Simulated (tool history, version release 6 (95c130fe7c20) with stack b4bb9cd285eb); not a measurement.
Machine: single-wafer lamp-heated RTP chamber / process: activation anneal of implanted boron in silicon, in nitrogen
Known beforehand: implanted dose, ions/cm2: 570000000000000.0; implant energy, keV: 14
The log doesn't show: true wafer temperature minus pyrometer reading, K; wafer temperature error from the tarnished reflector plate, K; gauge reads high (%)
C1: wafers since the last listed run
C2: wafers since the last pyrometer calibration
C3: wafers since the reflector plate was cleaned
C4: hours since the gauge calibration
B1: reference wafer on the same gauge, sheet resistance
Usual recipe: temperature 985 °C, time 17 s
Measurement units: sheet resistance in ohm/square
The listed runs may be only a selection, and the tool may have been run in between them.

run 1 day=0.000 | temperature=985 time=17 | C1=0 C2=4440 C3=5842 C4=72.3 | B1=219.00 | sheet_resistance=221.72
run 2 day=0.646 | temperature=985 time=17 | C1=144 C2=4585 C3=5986 C4=87.8 | B1=218.95 | sheet_resistance=221.39
run 3 day=0.917 | temperature=985 time=12 | C1=60 C2=4645 C3=6047 C4=94.3 | B1=218.98 | sheet_resistance=222.85
run 4 day=1.338 | temperature=985 time=12 | C1=93 C2=4739 C3=6141 C4=104.4 | B1=219.09 | sheet_resistance=222.48
run 5 day=1.779 | temperature=985 time=17 | C1=98 C2=4838 C3=6239 C4=115.0 | B1=218.87 | sheet_resistance=222.04
run 6 day=2.233 | temperature=985 time=17 | C1=101 C2=4939 C3=6341 C4=125.9 | B1=219.01 | sheet_resistance=221.22
run 7 day=2.858 | temperature=985 time=17 | C1=139 C2=5079 C3=6480 C4=140.9 | B1=219.02 | sheet_resistance=222.51
run 8 day=3.388 | temperature=985 time=17 | C1=118 C2=5197 C3=6598 C4=153.6 | B1=219.03 | sheet_resistance=221.49
run 9 day=4.058 | temperature=985 time=17 | C1=149 C2=5346 C3=6748 C4=169.7 | B1=219.02 | sheet_resistance=222.10
run 10 day=4.342 | temperature=985 time=17 | C1=63 C2=5410 C3=6811 C4=176.5 | B1=219.00 | sheet_resistance=221.66
-- day=4.750 reflector plate cleaned
run 11 day=4.988 | temperature=1000 time=17 | C1=69 C2=5479 C3=52 C4=192.0 | B1=218.90 | sheet_resistance=218.29
-- day=5.508 pyrometer window cleaned and pyrometer calibrated
run 12 day=5.729 | temperature=985 time=17 | C1=91 C2=49 C3=143 C4=209.8 | B1=219.14 | sheet_resistance=227.02
run 13 day=7.967 | temperature=1011 time=22 | C1=499 C2=548 C3=643 C4=263.5 | B1=218.93 | sheet_resistance=218.78
run 14 day=8.671 | temperature=1014 time=7 | C1=157 C2=705 C3=800 C4=280.4 | B1=218.92 | sheet_resistance=219.40
run 15 day=9.142 | temperature=1011 time=20 | C1=105 C2=811 C3=905 C4=291.7 | B1=219.10 | sheet_resistance=216.57
-- day=9.158 gauge calibrated
run 16 day=10.754 | temperature=985 time=20 | C1=359 C2=1171 C3=1265 C4=38.3 | B1=218.99 | sheet_resistance=223.13
run 17 day=11.479 | temperature=967 time=27 | C1=161 C2=1332 C3=1427 C4=55.7 | B1=218.93 | sheet_resistance=231.83
run 18 day=11.925 | temperature=985 time=17 | C1=99 C2=1432 C3=1527 C4=66.4 | B1=219.07 | sheet_resistance=222.78
run 19 day=12.658 | temperature=1008 time=26 | C1=163 C2=1596 C3=1690 C4=84.0 | B1=219.07 | sheet_resistance=215.94
run 20 day=13.367 | temperature=1006 time=7 | C1=158 C2=1754 C3=1848 C4=101.0 | B1=219.09 | sheet_resistance=220.48

Predict each of these 5 candidate next runs independently; none follows another, all start after run 20:
run A day=13.383 | temperature=1002 time=17 | C1=3 C2=1757 C3=1852 C4=101.4 | B1=? | sheet_resistance=?
run B day=13.383 | temperature=957 time=24 | C1=3 C2=1757 C3=1852 C4=101.4 | B1=? | sheet_resistance=?
run C day=13.383 | temperature=968 time=25 | C1=3 C2=1757 C3=1852 C4=101.4 | B1=? | sheet_resistance=?
run D day=13.383 | temperature=955 time=13 | C1=3 C2=1757 C3=1852 C4=101.4 | B1=? | sheet_resistance=?
run E day=13.383 | temperature=1005 time=23 | C1=3 C2=1757 C3=1852 C4=101.4 | B1=? | sheet_resistance=?

run=A B1=219.02 sheet_resistance=218.64
run=B B1=219.02 sheet_resistance=242.16
run=C B1=219.02 sheet_resistance=230.90
run=D B1=219.02 sheet_resistance=252.01
run=E B1=219.02 sheet_resistance=217.52
With no hidden state in the tool, these same runs would have given:
run=A sheet_resistance=220.37
run=B sheet_resistance=254.55
run=C sheet_resistance=238.62
run=D sheet_resistance=267.95
run=E sheet_resistance=218.90

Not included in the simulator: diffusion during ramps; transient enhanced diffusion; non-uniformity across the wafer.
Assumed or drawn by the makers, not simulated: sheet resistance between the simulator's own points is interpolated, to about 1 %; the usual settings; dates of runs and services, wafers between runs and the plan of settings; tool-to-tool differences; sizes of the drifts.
